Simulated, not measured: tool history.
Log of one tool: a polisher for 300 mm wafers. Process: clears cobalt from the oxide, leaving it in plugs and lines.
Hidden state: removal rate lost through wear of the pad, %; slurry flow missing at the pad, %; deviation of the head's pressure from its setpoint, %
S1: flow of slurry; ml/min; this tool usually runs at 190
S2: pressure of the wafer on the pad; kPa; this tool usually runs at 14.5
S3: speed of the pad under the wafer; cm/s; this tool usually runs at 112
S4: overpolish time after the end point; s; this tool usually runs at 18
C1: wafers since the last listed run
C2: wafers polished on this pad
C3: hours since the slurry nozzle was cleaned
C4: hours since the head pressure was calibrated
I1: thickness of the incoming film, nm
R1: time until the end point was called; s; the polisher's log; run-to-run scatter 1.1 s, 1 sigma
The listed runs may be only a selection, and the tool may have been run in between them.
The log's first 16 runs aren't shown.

run,hour,S1,S2,S3,S4,C1,C2,C3,C4,I1,R1
# hour 1104.3: worn pad replaced by a new one
17,1143.3,190,14.5,112,18,1221,288,372.1,186.7,351.7,66.8
18,1235.1,230,14.5,112,18,678,967,463.9,278.5,352.9,63.9
19,1342.6,190,14.5,100,28,795,1762,571.4,386.0,351.5,72.8
20,1427.8,240,16.5,112,18,630,2392,656.6,471.2,345.9,57.7
21,1506.1,235,10.3,140,18,579,2971,734.9,549.5,354.5,69.9
22,1607.7,165,11.7,112,7,751,3723,836.5,651.1,349.7,80.5
# hour 1623.0: slurry nozzle cleaned
23,1646.9,190,9.7,112,18,282,4005,23.9,690.3,352.3,93.6
24,1699.2,125,14.5,100,18,386,4392,76.2,742.6,344.6,80.8
25,1768.4,190,11.0,82,28,511,4904,145.4,811.8,350.9,109.5
# hour 1824.6: head pressure recalibrated
# hour 1853.6: worn pad replaced by a new one
26,1859.4,190,12.4,130,14,628,42,236.4,34.8,349.3,61.9
27,1896.1,190,14.5,82,26,271,313,273.1,71.5,354.4,84.8
28,2001.9,190,11.7,112,18,782,1096,378.9,177.3,351.7,74.8
29,2069.5,190,14.5,112,18,499,1596,446.5,244.9,349.4,66.2
30,2131.0,190,14.5,112,18,454,2051,508.0,306.4,346.4,63.8
31,2185.0,190,14.5,112,18,399,2450,562.0,360.4,350.3,69.0
32,2251.9,190,13.1,90,18,494,2945,628.9,427.3,351.4,86.7
33,2337.4,215,14.5,136,10,632,3577,714.4,512.8,351.2,57.6
# hour 2394.5: slurry nozzle cleaned
34,2425.0,145,14.5,80,18,640,4218,30.5,600.4,353.4,96.8

Here are 4 independent what-if runs from the current tool condition. What would each one return?
A,2425.5,190,14.5,112,18,3,4222,31.0,600.9,351.9,?
B,2425.5,190,14.5,144,13,3,4222,31.0,600.9,351.9,?
C,2425.5,235,17.9,112,12,3,4222,31.0,600.9,351.9,?
D,2425.5,190,14.5,144,18,3,4222,31.0,600.9,351.9,?

run,R1
A,68.5
B,54.9
C,56.7
D,54.9
Without the tool's hidden state the same runs would have given:
run,R1
A,65.0
B,52.2
C,53.9
D,52.2
